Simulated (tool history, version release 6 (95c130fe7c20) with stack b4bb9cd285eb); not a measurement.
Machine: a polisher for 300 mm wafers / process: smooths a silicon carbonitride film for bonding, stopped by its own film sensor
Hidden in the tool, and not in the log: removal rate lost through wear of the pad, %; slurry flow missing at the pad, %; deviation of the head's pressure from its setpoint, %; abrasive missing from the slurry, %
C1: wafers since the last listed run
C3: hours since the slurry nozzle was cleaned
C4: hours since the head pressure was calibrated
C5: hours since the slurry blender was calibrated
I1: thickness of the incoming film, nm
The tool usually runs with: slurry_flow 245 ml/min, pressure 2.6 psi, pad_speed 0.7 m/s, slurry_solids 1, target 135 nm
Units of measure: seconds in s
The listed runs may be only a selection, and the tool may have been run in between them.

{"run": 1, "day": 0.0, "slurry_flow": 245, "pressure": 2.6, "pad_speed": 0.7, "slurry_solids": 1, "target": 126, "C1": 0, "wafers polished on this pad": 66, "C3": 109.7, "C4": 300.8, "C5": 251.9, "I1": 167.4, "seconds": 228.4}
{"run": 2, "day": 1.438, "slurry_flow": 245, "pressure": 2.6, "pad_speed": 0.7, "slurry_solids": 1, "target": 126, "C1": 168, "wafers polished on this pad": 235, "C3": 144.2, "C4": 335.3, "C5": 286.4, "I1": 171.1, "seconds": 253.2}
{"run": 3, "day": 2.333, "slurry_flow": 245, "pressure": 2.6, "pad_speed": 0.7, "slurry_solids": 1, "target": 126, "C1": 105, "wafers polished on this pad": 340, "C3": 165.7, "C4": 356.8, "C5": 307.9, "I1": 166.9, "seconds": 230.3}
{"day": 2.708, "done": "slurry blender recalibrated"}
{"run": 4, "day": 3.296, "slurry_flow": 245, "pressure": 2.6, "pad_speed": 0.8, "slurry_solids": 1, "target": 135, "C1": 103, "wafers polished on this pad": 444, "C3": 188.8, "C4": 379.9, "C5": 14.1, "I1": 172.2, "seconds": 167.3}
{"run": 5, "day": 4.717, "slurry_flow": 245, "pressure": 2.6, "pad_speed": 0.8, "slurry_solids": 1, "target": 135, "C1": 166, "wafers polished on this pad": 611, "C3": 222.9, "C4": 414, "C5": 48.2, "I1": 169, "seconds": 155.8}
{"day": 4.917, "done": "slurry nozzle cleaned"}
{"run": 6, "day": 5.967, "slurry_flow": 245, "pressure": 2.6, "pad_speed": 0.7, "slurry_solids": 1, "target": 135, "C1": 141, "wafers polished on this pad": 752, "C3": 25.2, "C4": 444, "C5": 78.2, "I1": 169.9, "seconds": 177.7}
{"run": 7, "day": 6.742, "slurry_flow": 245, "pressure": 2.1, "pad_speed": 0.7, "slurry_solids": 1, "target": 144, "C1": 91, "wafers polished on this pad": 843, "C3": 43.8, "C4": 462.6, "C5": 96.8, "I1": 169.6, "seconds": 163.7}
{"run": 8, "day": 7.562, "slurry_flow": 245, "pressure": 2.2, "pad_speed": 0.48, "slurry_solids": 1, "target": 135, "C1": 96, "wafers polished on this pad": 940, "C3": 63.5, "C4": 482.3, "C5": 116.5, "I1": 169.2, "seconds": 280.1}
{"run": 9, "day": 8.342, "slurry_flow": 210, "pressure": 2.6, "pad_speed": 0.92, "slurry_solids": 1, "target": 135, "C1": 91, "wafers polished on this pad": 1031, "C3": 82.2, "C4": 501, "C5": 135.2, "I1": 169.7, "seconds": 146.2}
{"run": 10, "day": 9.125, "slurry_flow": 175, "pressure": 1.8, "pad_speed": 0.7, "slurry_solids": 1, "target": 135, "C1": 91, "wafers polished on this pad": 1123, "C3": 101, "C4": 519.8, "C5": 154, "I1": 170, "seconds": 272.2}
{"day": 9.429, "done": "worn pad replaced by a new one"}
{"run": 11, "day": 10.554, "slurry_flow": 245, "pressure": 3, "pad_speed": 0.7, "slurry_solids": 1.25, "target": 143, "C1": 148, "wafers polished on this pad": 132, "C3": 135.3, "C4": 554.1, "C5": 188.3, "I1": 169.7, "seconds": 113.1}
{"run": 12, "day": 11.85, "slurry_flow": 325, "pressure": 3.3, "pad_speed": 0.7, "slurry_solids": 1.1, "target": 142, "C1": 152, "wafers polished on this pad": 284, "C3": 166.4, "C4": 585.2, "C5": 219.4, "I1": 169.8, "seconds": 111.6}
{"run": 13, "day": 12.542, "slurry_flow": 245, "pressure": 2.6, "pad_speed": 0.7, "slurry_solids": 1, "target": 135, "C1": 81, "wafers polished on this pad": 365, "C3": 183, "C4": 601.8, "C5": 236, "I1": 168.4, "seconds": 179.4}
{"day": 12.638, "done": "head pressure recalibrated"}
{"run": 14, "day": 13.892, "slurry_flow": 285, "pressure": 3.2, "pad_speed": 0.7, "slurry_solids": 1, "target": 135, "C1": 148, "wafers polished on this pad": 514, "C3": 215.4, "C4": 30.1, "C5": 268.4, "I1": 171.5, "seconds": 156.9}
{"run": 15, "day": 15.033, "slurry_flow": 245, "pressure": 1.8, "pad_speed": 0.86, "slurry_solids": 1.1, "target": 135, "C1": 134, "wafers polished on this pad": 648, "C3": 242.8, "C4": 57.5, "C5": 295.8, "I1": 172.8, "seconds": 246.9}
{"day": 15.192, "done": "slurry nozzle cleaned"}
{"run": 16, "day": 16.158, "slurry_flow": 245, "pressure": 2.6, "pad_speed": 0.7, "slurry_solids": 1, "target": 135, "C1": 127, "wafers polished on this pad": 775, "C3": 23.2, "C4": 84.5, "C5": 322.8, "I1": 171.9, "seconds": 205.3}
{"day": 16.308, "done": "slurry blender recalibrated"}
{"run": 17, "day": 17.529, "slurry_flow": 245, "pressure": 2.9, "pad_speed": 0.92, "slurry_solids": 0.85, "target": 124, "C1": 151, "wafers polished on this pad": 926, "C3": 56.1, "C4": 117.4, "C5": 29.3, "I1": 166.5, "seconds": 164.2}
{"run": 18, "day": 18.967, "slurry_flow": 245, "pressure": 2.6, "pad_speed": 0.58, "slurry_solids": 0.9, "target": 135, "C1": 168, "wafers polished on this pad": 1095, "C3": 90.6, "C4": 151.9, "C5": 63.8, "I1": 171.5, "seconds": 227.4}
{"day": 20.412, "done": "worn pad replaced by a new one"}
{"run": 19, "day": 20.433, "slurry_flow": 245, "pressure": 2.6, "pad_speed": 0.7, "slurry_solids": 1, "target": 135, "C1": 152, "wafers polished on this pad": 2, "C3": 125.8, "C4": 187.1, "C5": 99, "I1": 170.3, "seconds": 184.4}
{"run": 20, "day": 21.483, "slurry_flow": 245, "pressure": 2.6, "pad_speed": 0.7, "slurry_solids": 1, "target": 135, "C1": 123, "wafers polished on this pad": 125, "C3": 151, "C4": 212.3, "C5": 124.2, "I1": 170.4, "seconds": 187.4}
{"run": 21, "day": 22.912, "slurry_flow": 195, "pressure": 3, "pad_speed": 0.7, "slurry_solids": 1.25, "target": 135, "C1": 167, "wafers polished on this pad": 293, "C3": 185.3, "C4": 246.6, "C5": 158.5, "I1": 170, "seconds": 151.9}
{"run": 22, "day": 23.879, "slurry_flow": 245, "pressure": 1.9, "pad_speed": 0.7, "slurry_solids": 1.1, "target": 129, "C1": 113, "wafers polished on this pad": 407, "C3": 208.5, "C4": 269.8, "C5": 181.7, "I1": 172.5, "seconds": 312.2}
{"run": 23, "day": 24.938, "slurry_flow": 245, "pressure": 2.6, "pad_speed": 0.7, "slurry_solids": 1, "target": 135, "C1": 124, "wafers polished on this pad": 531, "C3": 233.9, "C4": 295.2, "C5": 207.1, "I1": 171.3, "seconds": 197.9}
{"run": 24, "day": 26.096, "slurry_flow": 245, "pressure": 2.1, "pad_speed": 0.6, "slurry_solids": 0.8, "target": 141, "C1": 136, "wafers polished on this pad": 667, "C3": 261.7, "C4": 323, "C5": 234.9, "I1": 171.6, "seconds": 255.8}
{"day": 26.446, "done": "slurry nozzle cleaned"}
{"run": 25, "day": 27.412, "slurry_flow": 245, "pressure": 2.6, "pad_speed": 0.7, "slurry_solids": 1, "target": 143, "C1": 149, "wafers polished on this pad": 817, "C3": 23.2, "C4": 354.6, "C5": 266.5, "I1": 169.8, "seconds": 150}
{"run": 26, "day": 28.204, "slurry_flow": 245, "pressure": 2.6, "pad_speed": 0.7, "slurry_solids": 0.9, "target": 135, "C1": 92, "wafers polished on this pad": 910, "C3": 42.2, "C4": 373.6, "C5": 285.5, "I1": 170.3, "seconds": 206.1}
{"day": 29.488, "done": "slurry blender recalibrated"}
{"run": 27, "day": 29.658, "slurry_flow": 245, "pressure": 2.6, "pad_speed": 0.58, "slurry_solids": 1, "target": 135, "C1": 160, "wafers polished on this pad": 1071, "C3": 77.1, "C4": 408.5, "C5": 4.1, "I1": 168, "seconds": 193.4}
{"day": 29.846, "done": "worn pad replaced by a new one"}
{"run": 28, "day": 31.138, "slurry_flow": 315, "pressure": 2.9, "pad_speed": 0.7, "slurry_solids": 0.8, "target": 135, "C1": 154, "wafers polished on this pad": 151, "C3": 112.6, "C4": 444, "C5": 39.6, "I1": 169.5, "seconds": 165.7}
{"run": 29, "day": 32.471, "slurry_flow": 295, "pressure": 2.3, "pad_speed": 0.7, "slurry_solids": 1, "target": 135, "C1": 156, "wafers polished on this pad": 308, "C3": 144.6, "C4": 476, "C5": 71.6, "I1": 172.5, "seconds": 212.7}
{"run": 30, "day": 33.267, "slurry_flow": 185, "pressure": 1.9, "pad_speed": 0.7, "slurry_solids": 0.8, "target": 124, "C1": 93, "wafers polished on this pad": 401, "C3": 163.7, "C4": 495.1, "C5": 90.7, "I1": 170.9, "seconds": 362.7}
{"run": 31, "day": 33.796, "slurry_flow": 245, "pressure": 3, "pad_speed": 0.7, "slurry_solids": 1.25, "target": 143, "C1": 62, "wafers polished on this pad": 463, "C3": 176.4, "C4": 507.8, "C5": 103.4, "I1": 171.3, "seconds": 118.9}

How would selected steps in seconds from run to run divide? Give the signed amount a tool lacking its hidden state would still show from settings, what came in and random variation, and the signed amount left for the hidden state, including any gauge scatter that is not in both of the compared results.
Run 3 -> 4: pad_speed 0.7 -> 0.8, target 126 -> 135, slurry blender recalibrated. seconds -63 s: hidden state -25.8, all else -37.2.
Run 10 -> 11: slurry_flow 175 -> 245, pressure 1.8 -> 3, slurry_solids 1 -> 1.25, target 135 -> 143, worn pad replaced by a new one. seconds -159.1 s: hidden state -7, all else -152.1.
Run 16 -> 17: pressure 2.6 -> 2.9, pad_speed 0.7 -> 0.92, slurry_solids 1 -> 0.85, target 135 -> 124, slurry blender recalibrated. seconds -41.1 s: hidden state -16.9, all else -24.2.
Run 21 -> 22: slurry_flow 195 -> 245, pressure 3 -> 1.9, slurry_solids 1.25 -> 1.1, target 135 -> 129. seconds +160.3 s: hidden state +14, all else +146.3.
Run 26 -> 27: pad_speed 0.7 -> 0.58, slurry_solids 0.9 -> 1, slurry blender recalibrated. seconds -12.7 s: hidden state -24.2, all else +11.5.
Run 30 -> 31: slurry_flow 185 -> 245, pressure 1.9 -> 3, slurry_solids 0.8 -> 1.25, target 124 -> 143. seconds -243.8 s: hidden state -8.6, all else -235.2.

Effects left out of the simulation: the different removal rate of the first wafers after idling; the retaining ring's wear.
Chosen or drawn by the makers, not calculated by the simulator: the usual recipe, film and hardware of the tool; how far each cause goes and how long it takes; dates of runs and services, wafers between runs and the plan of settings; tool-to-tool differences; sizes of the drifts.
